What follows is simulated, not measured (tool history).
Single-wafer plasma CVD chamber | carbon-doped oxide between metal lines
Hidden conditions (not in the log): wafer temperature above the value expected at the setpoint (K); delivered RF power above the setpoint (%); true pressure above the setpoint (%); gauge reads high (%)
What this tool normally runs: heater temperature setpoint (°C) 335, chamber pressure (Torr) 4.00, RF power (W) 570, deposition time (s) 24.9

| run | day | heater temperature setpoint (°C) | chamber pressure (Torr) | RF power (W) | deposition time (s) | wafers since the last listed run | hours since the last thermocouple change | hours since the last RF generator calibration | hours since the last manometer calibration | hours since the showerhead was replaced | hours since the gauge calibration | read-back reference wafer on the same gauge, thickness_nm | mean film thickness on the monitor wafer (Å) |
|---|---|---|---|---|---|---|---|---|---|---|---|---|---|
| 1 | 0.000 | 342 | 4.00 | 570 | 24.9 | 0 | 2305.4 | 1091.8 | 2602.0 | 8288.4 | 385.3 | 141.062 | 1309.27 |
| 2 | 0.450 | 342 | 4.00 | 570 | 24.9 | 246 | 2316.2 | 1102.6 | 2612.8 | 8299.2 | 396.1 | 140.951 | 1312.55 |
| 3 | 1.117 | 338 | 4.00 | 570 | 24.9 | 364 | 2332.2 | 1118.6 | 2628.8 | 8315.2 | 412.1 | 141.133 | 1322.51 |
| 4 | 1.758 | 335 | 4.00 | 570 | 24.9 | 350 | 2347.6 | 1134.0 | 2644.2 | 8330.6 | 427.5 | 141.240 | 1352.19 |
| 5 | 2.225 | 335 | 4.00 | 570 | 24.9 | 255 | 2358.8 | 1145.2 | 2655.4 | 8341.8 | 438.7 | 140.982 | 1334.45 |
| 6 | 2.475 | 335 | 4.00 | 570 | 24.9 | 136 | 2364.8 | 1151.2 | 2661.4 | 8347.8 | 444.7 | 140.912 | 1338.74 |
|  | 2.962 | showerhead replaced |
| 7 | 2.983 | 347 | 4.00 | 570 | 24.9 | 95 | 2377.0 | 1163.4 | 2673.6 | 0.5 | 456.9 | 141.275 | 1286.65 |
|  | 3.104 | gauge calibrated |
|  | 3.471 | thermocouple changed; heater temperature recalibrated |
| 8 | 3.492 | 335 | 3.70 | 630 | 24.9 | 95 | 0.5 | 1175.6 | 2685.8 | 12.7 | 9.3 | 140.872 | 1449.30 |
| 9 | 3.942 | 335 | 4.00 | 570 | 20.6 | 246 | 11.3 | 1186.4 | 2696.6 | 23.5 | 20.1 | 141.013 | 1120.76 |
| 10 | 4.325 | 335 | 4.84 | 635 | 20.5 | 209 | 20.5 | 1195.6 | 2705.8 | 32.7 | 29.3 | 141.000 | 1239.37 |
| 11 | 4.762 | 335 | 4.00 | 570 | 27.6 | 239 | 31.0 | 1206.1 | 2716.3 | 43.2 | 39.8 | 140.948 | 1482.38 |
| 12 | 5.175 | 335 | 4.73 | 570 | 22.8 | 225 | 40.9 | 1216.0 | 2726.2 | 53.1 | 49.7 | 141.024 | 1241.85 |
|  | 5.729 | RF generator calibrated |
| 13 | 5.900 | 349 | 3.25 | 510 | 24.9 | 214 | 58.3 | 4.1 | 2743.6 | 70.5 | 67.1 | 141.002 | 1143.31 |
| 14 | 6.312 | 335 | 3.26 | 570 | 21.4 | 225 | 68.2 | 14.0 | 2753.5 | 80.4 | 77.0 | 141.096 | 1139.62 |
| 15 | 6.746 | 342 | 4.00 | 520 | 24.9 | 236 | 78.6 | 24.4 | 2763.9 | 90.8 | 87.4 | 140.923 | 1207.69 |
| 16 | 7.462 | 335 | 4.00 | 570 | 24.9 | 391 | 95.8 | 41.6 | 2781.1 | 108.0 | 104.6 | 141.047 | 1343.51 |
| 17 | 7.812 | 335 | 4.00 | 535 | 29.4 | 191 | 104.2 | 50.0 | 2789.5 | 116.4 | 113.0 | 140.962 | 1492.98 |
| 18 | 8.242 | 342 | 4.00 | 570 | 21.7 | 234 | 114.5 | 60.3 | 2799.8 | 126.7 | 123.3 | 140.966 | 1143.25 |
| 19 | 8.775 | 326 | 3.49 | 685 | 21.6 | 291 | 127.3 | 73.1 | 2812.6 | 139.5 | 136.1 | 141.073 | 1375.59 |
|  | 9.171 | capacitance manometer re-zeroed and calibrated |
| 20 | 9.200 | 341 | 3.29 | 680 | 20.0 | 50 | 137.5 | 83.3 | 0.7 | 149.7 | 146.3 | 140.828 | 1197.12 |
| 21 | 9.604 | 335 | 4.00 | 570 | 24.9 | 221 | 147.2 | 93.0 | 10.4 | 159.4 | 156.0 | 141.020 | 1336.75 |
| 22 | 10.254 | 335 | 4.44 | 570 | 21.8 | 355 | 162.8 | 108.6 | 26.0 | 175.0 | 171.6 | 141.087 | 1188.03 |
| 23 | 10.867 | 335 | 4.00 | 570 | 24.9 | 334 | 177.5 | 123.3 | 40.7 | 189.7 | 186.3 | 140.900 | 1336.18 |
| 24 | 11.367 | 326 | 4.00 | 500 | 24.9 | 273 | 189.5 | 135.3 | 52.7 | 201.7 | 198.3 | 141.106 | 1236.94 |
| 25 | 11.783 | 326 | 4.46 | 470 | 24.9 | 227 | 199.5 | 145.3 | 62.7 | 211.7 | 208.3 | 140.973 | 1170.77 |
| 26 | 12.446 | 341 | 4.00 | 570 | 28.9 | 362 | 215.4 | 161.2 | 78.6 | 227.6 | 224.2 | 140.896 | 1524.11 |
| 27 | 12.938 | 335 | 4.00 | 570 | 24.9 | 268 | 227.2 | 173.0 | 90.4 | 239.4 | 236.0 | 141.008 | 1337.33 |
| 28 | 13.346 | 335 | 4.00 | 680 | 24.9 | 223 | 237.0 | 182.8 | 100.2 | 249.2 | 245.8 | 140.857 | 1556.97 |
| 29 | 13.921 | 345 | 4.00 | 570 | 22.8 | 314 | 250.8 | 196.6 | 114.0 | 263.0 | 259.6 | 141.080 | 1191.33 |
| 30 | 14.846 | 341 | 4.41 | 570 | 23.5 | 505 | 273.0 | 218.8 | 136.2 | 285.2 | 281.8 | 141.101 | 1244.21 |

State the hidden condition of the tool at each of the runs:
wafer temperature above the value expected at the setpoint (K): 0 on each run
delivered RF power above the setpoint (%): 0 on each run
true pressure above the setpoint (%): 0 on each run
gauge reads high (%): 0 on each run
